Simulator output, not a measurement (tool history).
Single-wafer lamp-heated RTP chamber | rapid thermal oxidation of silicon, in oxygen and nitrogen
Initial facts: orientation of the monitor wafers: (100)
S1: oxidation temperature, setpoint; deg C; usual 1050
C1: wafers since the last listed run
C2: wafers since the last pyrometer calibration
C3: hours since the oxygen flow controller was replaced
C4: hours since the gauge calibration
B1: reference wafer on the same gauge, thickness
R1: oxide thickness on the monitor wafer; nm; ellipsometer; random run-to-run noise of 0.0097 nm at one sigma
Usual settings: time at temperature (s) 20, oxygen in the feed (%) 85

run 1 hour=0.0 | S1=1050 time_at_temperature_(s)=20 oxygen_in_the_feed_(%)=98 | C1=0 C2=8085 C3=6751.7 C4=29.0 | B1=4.097 | R1=4.909
run 2 hour=25.2 | S1=1050 time_at_temperature_(s)=20 oxygen_in_the_feed_(%)=98 | C1=110 C2=8195 C3=6776.9 C4=54.2 | B1=4.093 | R1=4.916
run 3 hour=57.4 | S1=1050 time_at_temperature_(s)=20 oxygen_in_the_feed_(%)=85 | C1=141 C2=8337 C3=6809.1 C4=86.4 | B1=4.088 | R1=4.672
run 4 hour=82.3 | S1=1050 time_at_temperature_(s)=20 oxygen_in_the_feed_(%)=85 | C1=109 C2=8446 C3=6834.0 C4=111.3 | B1=4.087 | R1=4.676
run 5 hour=108.7 | S1=1050 time_at_temperature_(s)=20 oxygen_in_the_feed_(%)=85 | C1=115 C2=8561 C3=6860.4 C4=137.7 | B1=4.085 | R1=4.659
-- hour=127.7 oxygen flow controller replaced
run 6 hour=128.2 | S1=1067 time_at_temperature_(s)=20 oxygen_in_the_feed_(%)=85 | C1=50 C2=8612 C3=0.5 C4=157.2 | B1=4.080 | R1=5.212
run 7 hour=144.1 | S1=1067 time_at_temperature_(s)=20 oxygen_in_the_feed_(%)=85 | C1=69 C2=8681 C3=16.4 C4=173.1 | B1=4.076 | R1=5.223
run 8 hour=165.4 | S1=1067 time_at_temperature_(s)=20 oxygen_in_the_feed_(%)=85 | C1=93 C2=8775 C3=37.7 C4=194.4 | B1=4.071 | R1=5.209
-- hour=191.3 gauge calibrated
-- hour=198.3 pyrometer window cleaned and pyrometer calibrated
run 9 hour=198.8 | S1=1050 time_at_temperature_(s)=20 oxygen_in_the_feed_(%)=85 | C1=111 C2=2 C3=71.1 C4=7.5 | B1=4.106 | R1=4.701
run 10 hour=219.5 | S1=1027 time_at_temperature_(s)=20 oxygen_in_the_feed_(%)=85 | C1=90 C2=92 C3=91.8 C4=28.2 | B1=4.108 | R1=4.019
run 11 hour=243.2 | S1=1050 time_at_temperature_(s)=24 oxygen_in_the_feed_(%)=85 | C1=103 C2=196 C3=115.5 C4=51.9 | B1=4.098 | R1=5.046
run 12 hour=264.1 | S1=1029 time_at_temperature_(s)=25 oxygen_in_the_feed_(%)=98 | C1=91 C2=288 C3=136.4 C4=72.8 | B1=4.101 | R1=4.674
run 13 hour=286.2 | S1=1028 time_at_temperature_(s)=20 oxygen_in_the_feed_(%)=98 | C1=96 C2=385 C3=158.5 C4=94.9 | B1=4.097 | R1=4.238
run 14 hour=308.9 | S1=1067 time_at_temperature_(s)=20 oxygen_in_the_feed_(%)=98 | C1=99 C2=484 C3=181.2 C4=117.6 | B1=4.096 | R1=5.516
run 15 hour=327.8 | S1=1050 time_at_temperature_(s)=20 oxygen_in_the_feed_(%)=85 | C1=82 C2=567 C3=200.1 C4=136.5 | B1=4.090 | R1=4.661
run 16 hour=343.7 | S1=1050 time_at_temperature_(s)=20 oxygen_in_the_feed_(%)=85 | C1=69 C2=637 C3=216.0 C4=152.4 | B1=4.083 | R1=4.659
run 17 hour=366.2 | S1=1050 time_at_temperature_(s)=17 oxygen_in_the_feed_(%)=85 | C1=98 C2=735 C3=238.5 C4=174.9 | B1=4.080 | R1=4.377
run 18 hour=382.0 | S1=1028 time_at_temperature_(s)=26 oxygen_in_the_feed_(%)=85 | C1=69 C2=804 C3=254.3 C4=190.7 | B1=4.076 | R1=4.470
-- hour=405.0 gauge calibrated
run 19 hour=407.5 | S1=1050 time_at_temperature_(s)=16 oxygen_in_the_feed_(%)=85 | C1=111 C2=916 C3=279.8 C4=2.5 | B1=4.096 | R1=4.303

Each row is a separate what-if for the run after 19, all from the same tool condition, not one after another. Results?
run A hour=408.0 | S1=1050 time_at_temperature_(s)=20 oxygen_in_the_feed_(%)=85 | C1=2 C2=918 C3=280.3 C4=3.0 | B1=? | R1=?
run B hour=408.0 | S1=1077 time_at_temperature_(s)=13 oxygen_in_the_feed_(%)=98 | C1=2 C2=918 C3=280.3 C4=3.0 | B1=? | R1=?
run C hour=408.0 | S1=1050 time_at_temperature_(s)=25 oxygen_in_the_feed_(%)=72 | C1=2 C2=918 C3=280.3 C4=3.0 | B1=? | R1=?
run D hour=408.0 | S1=1050 time_at_temperature_(s)=29 oxygen_in_the_feed_(%)=85 | C1=2 C2=918 C3=280.3 C4=3.0 | B1=? | R1=?

run=A B1=4.095 R1=4.697
run=B B1=4.095 R1=4.964
run=C B1=4.095 R1=4.862
run=D B1=4.095 R1=5.480
Stripped of hidden state, with their random variation kept, the same runs would have yielded:
run=A R1=4.699
run=B R1=4.966
run=C R1=4.864
run=D R1=5.483

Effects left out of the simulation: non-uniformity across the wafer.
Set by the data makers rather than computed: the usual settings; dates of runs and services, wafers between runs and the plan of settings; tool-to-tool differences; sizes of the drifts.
